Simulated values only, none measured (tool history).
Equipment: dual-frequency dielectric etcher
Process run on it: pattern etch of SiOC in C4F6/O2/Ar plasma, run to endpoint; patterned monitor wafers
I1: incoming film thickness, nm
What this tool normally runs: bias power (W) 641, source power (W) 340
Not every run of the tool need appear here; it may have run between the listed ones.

{"run": 1, "day": 0.0, "bias power (W)": 641, "source power (W)": 340, "I1": 43.76, "endpoint time (s)": 12.5}
{"run": 2, "day": 1.85, "bias power (W)": 641, "source power (W)": 340, "I1": 43.84, "endpoint time (s)": 12.3}
{"run": 3, "day": 2.983, "bias power (W)": 641, "source power (W)": 340, "I1": 43.7, "endpoint time (s)": 12.3}
{"day": 4.496, "done": "wet clean of the chamber"}
{"run": 4, "day": 5.438, "bias power (W)": 641, "source power (W)": 340, "I1": 44.39, "endpoint time (s)": 13.2}
{"run": 5, "day": 8.104, "bias power (W)": 641, "source power (W)": 340, "I1": 44.28, "endpoint time (s)": 13.1}
{"run": 6, "day": 10.154, "bias power (W)": 641, "source power (W)": 340, "I1": 43.4, "endpoint time (s)": 12.7}
{"run": 7, "day": 12.679, "bias power (W)": 580, "source power (W)": 340, "I1": 44.41, "endpoint time (s)": 13.4}
{"run": 8, "day": 14.254, "bias power (W)": 641, "source power (W)": 340, "I1": 44.46, "endpoint time (s)": 12.9}
{"run": 9, "day": 16.238, "bias power (W)": 641, "source power (W)": 340, "I1": 43.55, "endpoint time (s)": 12.5}
{"day": 19.6, "done": "upper electrode replaced, of another model than before"}
{"run": 10, "day": 19.621, "bias power (W)": 590, "source power (W)": 320, "I1": 44.05, "endpoint time (s)": 13.5}
{"run": 11, "day": 20.708, "bias power (W)": 590, "source power (W)": 320, "I1": 44.28, "endpoint time (s)": 13.3}
{"day": 22.096, "done": "wet clean of the chamber"}
{"run": 12, "day": 22.75, "bias power (W)": 590, "source power (W)": 320, "I1": 43.8, "endpoint time (s)": 13.6}
{"day": 28.025, "done": "bias power generator calibrated"}
{"run": 13, "day": 28.825, "bias power (W)": 603, "source power (W)": 340, "I1": 43.84, "endpoint time (s)": 13}
{"run": 14, "day": 31.538, "bias power (W)": 603, "source power (W)": 340, "I1": 43.04, "endpoint time (s)": 12.3}
{"run": 15, "day": 32.546, "bias power (W)": 603, "source power (W)": 340, "I1": 44.4, "endpoint time (s)": 12.8}
{"day": 35.983, "done": "wet clean of the chamber"}
{"run": 16, "day": 36.004, "bias power (W)": 641, "source power (W)": 340, "I1": 43.78, "endpoint time (s)": 12.8}
{"run": 17, "day": 37.712, "bias power (W)": 641, "source power (W)": 340, "I1": 43.62, "endpoint time (s)": 12.8}
{"run": 18, "day": 40.396, "bias power (W)": 507, "source power (W)": 380, "I1": 44.2, "endpoint time (s)": 12.6}
{"run": 19, "day": 42.692, "bias power (W)": 684, "source power (W)": 400, "I1": 43.87, "endpoint time (s)": 11.2}
{"run": 20, "day": 44.4, "bias power (W)": 792, "source power (W)": 390, "I1": 44.13, "endpoint time (s)": 10.9}
{"run": 21, "day": 45.95, "bias power (W)": 505, "source power (W)": 370, "I1": 44.49, "endpoint time (s)": 12.8}
{"run": 22, "day": 47.975, "bias power (W)": 719, "source power (W)": 260, "I1": 44, "endpoint time (s)": 15.1}
{"run": 23, "day": 49.75, "bias power (W)": 535, "source power (W)": 390, "I1": 44.3, "endpoint time (s)": 11.9}
{"day": 51.717, "done": "wet clean of the chamber"}
{"run": 24, "day": 52.008, "bias power (W)": 641, "source power (W)": 340, "I1": 43.7, "endpoint time (s)": 12.7}
{"run": 25, "day": 53.588, "bias power (W)": 641, "source power (W)": 340, "I1": 43.71, "endpoint time (s)": 12.7}
{"day": 54.05, "done": "source power generator calibrated"}
{"run": 26, "day": 54.85, "bias power (W)": 800, "source power (W)": 340, "I1": 43.84, "endpoint time (s)": 12.2}
{"run": 27, "day": 56.783, "bias power (W)": 541, "source power (W)": 340, "I1": 44.25, "endpoint time (s)": 13.3}
{"run": 28, "day": 57.912, "bias power (W)": 720, "source power (W)": 380, "I1": 43.85, "endpoint time (s)": 11.5}
{"run": 29, "day": 60.15, "bias power (W)": 764, "source power (W)": 300, "I1": 44.03, "endpoint time (s)": 13}
{"run": 30, "day": 62.792, "bias power (W)": 641, "source power (W)": 340, "I1": 43.62, "endpoint time (s)": 12.5}
{"run": 31, "day": 65.733, "bias power (W)": 794, "source power (W)": 290, "I1": 43.94, "endpoint time (s)": 13}
{"run": 32, "day": 67.475, "bias power (W)": 754, "source power (W)": 270, "I1": 43.92, "endpoint time (s)": 14}
{"day": 68.704, "done": "wet clean of the chamber"}
{"run": 33, "day": 68.8, "bias power (W)": 791, "source power (W)": 270, "I1": 43.59, "endpoint time (s)": 14.4}
{"run": 34, "day": 70.633, "bias power (W)": 765, "source power (W)": 370, "I1": 44.13, "endpoint time (s)": 11.8}
{"run": 35, "day": 72.304, "bias power (W)": 641, "source power (W)": 340, "I1": 43.7, "endpoint time (s)": 12.9}

Predict each of these 4 candidate next runs independently; none follows another, all start after run 35:
{"run": "A", "day": 72.321, "bias power (W)": 641, "source power (W)": 340, "I1": 43.79, "endpoint time (s)": "?"}
{"run": "B", "day": 72.321, "bias power (W)": 518, "source power (W)": 400, "I1": 43.79, "endpoint time (s)": "?"}
{"run": "C", "day": 72.321, "bias power (W)": 641, "source power (W)": 290, "I1": 43.79, "endpoint time (s)": "?"}
{"run": "D", "day": 72.321, "bias power (W)": 732, "source power (W)": 340, "I1": 43.79, "endpoint time (s)": "?"}

run=A endpoint_time_(s)=12.8
run=B endpoint_time_(s)=12.1
run=C endpoint_time_(s)=14.3
run=D endpoint_time_(s)=12.3
The same runs, with their run-to-run variation unchanged, on a tool lacking any hidden condition would have given:
run=A endpoint_time_(s)=12.9
run=B endpoint_time_(s)=12.2
run=C endpoint_time_(s)=14.4
run=D endpoint_time_(s)=12.5

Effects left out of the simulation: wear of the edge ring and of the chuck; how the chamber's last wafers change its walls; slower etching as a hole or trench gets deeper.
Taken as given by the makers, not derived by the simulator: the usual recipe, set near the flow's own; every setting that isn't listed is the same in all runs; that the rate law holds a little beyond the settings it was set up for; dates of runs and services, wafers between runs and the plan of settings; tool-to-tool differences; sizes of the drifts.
